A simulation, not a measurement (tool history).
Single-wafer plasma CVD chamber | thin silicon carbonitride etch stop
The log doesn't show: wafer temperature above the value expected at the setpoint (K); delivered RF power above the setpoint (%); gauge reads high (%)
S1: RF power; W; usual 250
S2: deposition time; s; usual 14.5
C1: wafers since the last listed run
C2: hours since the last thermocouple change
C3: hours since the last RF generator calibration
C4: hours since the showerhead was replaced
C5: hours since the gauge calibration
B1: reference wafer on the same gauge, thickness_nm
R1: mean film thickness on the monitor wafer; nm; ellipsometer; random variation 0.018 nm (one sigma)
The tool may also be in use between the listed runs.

Run 1, day 0: usual settings; C1 0; C2 862.5; C3 1069; C4 2452.4; C5 208.2; B1 7.761. Result: R1 8.592 nm.
Run 2, day 0.8: usual settings; C1 569; C2 881.7; C3 1088.2; C4 2471.6; C5 227.4; B1 7.761. Result: R1 8.602 nm.
Run 3, day 1.521: usual settings but S1 215 W; C1 513; C2 899; C3 1105.5; C4 2488.9; C5 244.7; B1 7.76. Result: R1 8.325 nm.
Run 4, day 4.038: usual settings but S1 215 W; C1 1793; C2 959.4; C3 1165.9; C4 2549.3; C5 305.1; B1 7.76. Result: R1 8.33 nm.
Run 5, day 5.196: usual settings but S1 215 W; C1 825; C2 987.2; C3 1193.7; C4 2577.1; C5 332.9; B1 7.76. Result: R1 8.356 nm.
Run 6, day 6.625: usual settings; C1 1018; C2 1021.5; C3 1228; C4 2611.4; C5 367.2; B1 7.76. Result: R1 8.575 nm.
Run 7, day 9.792: usual settings; C1 2256; C2 1097.5; C3 1304; C4 2687.4; C5 443.2; B1 7.757. Result: R1 8.611 nm.
Run 8, day 10.354: usual settings; C1 400; C2 1111; C3 1317.5; C4 2700.9; C5 456.7; B1 7.759. Result: R1 8.609 nm.
Run 9, day 11.267: usual settings; C1 650; C2 1132.9; C3 1339.4; C4 2722.8; C5 478.6; B1 7.76. Result: R1 8.607 nm.
Run 10, day 12.154: usual settings; C1 632; C2 1154.2; C3 1360.7; C4 2744.1; C5 499.9; B1 7.758. Result: R1 8.589 nm.
Run 11, day 13.133: usual settings; C1 697; C2 1177.7; C3 1384.2; C4 2767.6; C5 523.4; B1 7.76. Result: R1 8.602 nm.
At day 14.254: gauge calibrated.
Run 12, day 14.396: usual settings; C1 899; C2 1208; C3 1414.5; C4 2797.9; C5 3.4; B1 7.762. Result: R1 8.574 nm.
Run 13, day 15.358: usual settings; C1 685; C2 1231.1; C3 1437.6; C4 2821; C5 26.5; B1 7.758. Result: R1 8.608 nm.
Run 14, day 16.275: usual settings; C1 653; C2 1253.1; C3 1459.6; C4 2843; C5 48.5; B1 7.759. Result: R1 8.616 nm.
Run 15, day 17.058: usual settings; C1 558; C2 1271.9; C3 1478.4; C4 2861.8; C5 67.3; B1 7.758. Result: R1 8.593 nm.
Run 16, day 18.029: usual settings; C1 691; C2 1295.2; C3 1501.7; C4 2885.1; C5 90.6; B1 7.764. Result: R1 8.625 nm.
Run 17, day 18.654: usual settings but S1 295 W; C1 445; C2 1310.2; C3 1516.7; C4 2900.1; C5 105.6; B1 7.759. Result: R1 8.932 nm.
At day 19.542: thermocouple changed; heater temperature recalibrated.
Run 18, day 19.562: usual settings; C1 409; C2 0.5; C3 1538.5; C4 2921.9; C5 127.4; B1 7.76. Result: R1 8.574 nm.
Run 19, day 20.783: usual settings; C1 869; C2 29.8; C3 1567.8; C4 2951.2; C5 156.7; B1 7.757. Result: R1 8.608 nm.
At day 21.483: showerhead replaced.
Run 20, day 22.142: usual settings; C1 730; C2 62.4; C3 1600.4; C4 15.8; C5 189.3; B1 7.762. Result: R1 8.563 nm.
Run 21, day 23.012: usual settings but S2 12.5 s; C1 620; C2 83.3; C3 1621.3; C4 36.7; C5 210.2; B1 7.761. Result: R1 7.425 nm.
Run 22, day 23.762: usual settings but S1 280 W; C1 534; C2 101.3; C3 1639.3; C4 54.7; C5 228.2; B1 7.76. Result: R1 8.763 nm.
Run 23, day 25.092: usual settings but S1 235 W; C1 947; C2 133.2; C3 1671.2; C4 86.6; C5 260.1; B1 7.758. Result: R1 8.466 nm.
Run 24, day 26.492: usual settings but S1 270 W; C1 997; C2 166.8; C3 1704.8; C4 120.2; C5 293.7; B1 7.759. Result: R1 8.729 nm.
At day 27.429: RF generator calibrated.
Run 25, day 27.45: usual settings; C1 445; C2 189.8; C3 0.5; C4 143.2; C5 316.7; B1 7.761. Result: R1 8.631 nm.
Run 26, day 28.8: usual settings but S1 235 W, S2 15.6 s; C1 961; C2 222.2; C3 32.9; C4 175.6; C5 349.1; B1 7.76. Result: R1 9.122 nm.
Run 27, day 29.683: usual settings but S1 235 W, S2 13.4 s; C1 629; C2 243.4; C3 54.1; C4 196.8; C5 370.3; B1 7.758. Result: R1 7.833 nm.
Run 28, day 31.112: usual settings but S1 265 W; C1 1018; C2 277.7; C3 88.4; C4 231.1; C5 404.6; B1 7.762. Result: R1 8.701 nm.
Run 29, day 31.767: usual settings; C1 466; C2 293.4; C3 104.1; C4 246.8; C5 420.3; B1 7.759. Result: R1 8.621 nm.
Run 30, day 32.862: usual settings but S1 285 W, S2 12.9 s; C1 780; C2 319.7; C3 130.4; C4 273.1; C5 446.6; B1 7.76. Result: R1 7.874 nm.
Run 31, day 33.546: usual settings but S1 295 W, S2 17.1 s; C1 486; C2 336.1; C3 146.8; C4 289.5; C5 463; B1 7.762. Result: R1 10.478 nm.
Run 32, day 34.558: usual settings; C1 721; C2 360.4; C3 171.1; C4 313.8; C5 487.3; B1 7.76. Result: R1 8.589 nm.

Hidden state at the last listed run before each entry between runs and at the first one after, where it differs:
Between runs 11 and 12: gauge calibrated (day 14.254)
  no hidden state differs between the two runs
Between runs 17 and 18: thermocouple changed; heater temperature recalibrated (day 19.542)
  no hidden state differs between the two runs
Between runs 19 and 20: showerhead replaced (day 21.483)
  no hidden state differs between the two runs
Between runs 24 and 25: RF generator calibrated (day 27.429)
  no hidden state differs between the two runs

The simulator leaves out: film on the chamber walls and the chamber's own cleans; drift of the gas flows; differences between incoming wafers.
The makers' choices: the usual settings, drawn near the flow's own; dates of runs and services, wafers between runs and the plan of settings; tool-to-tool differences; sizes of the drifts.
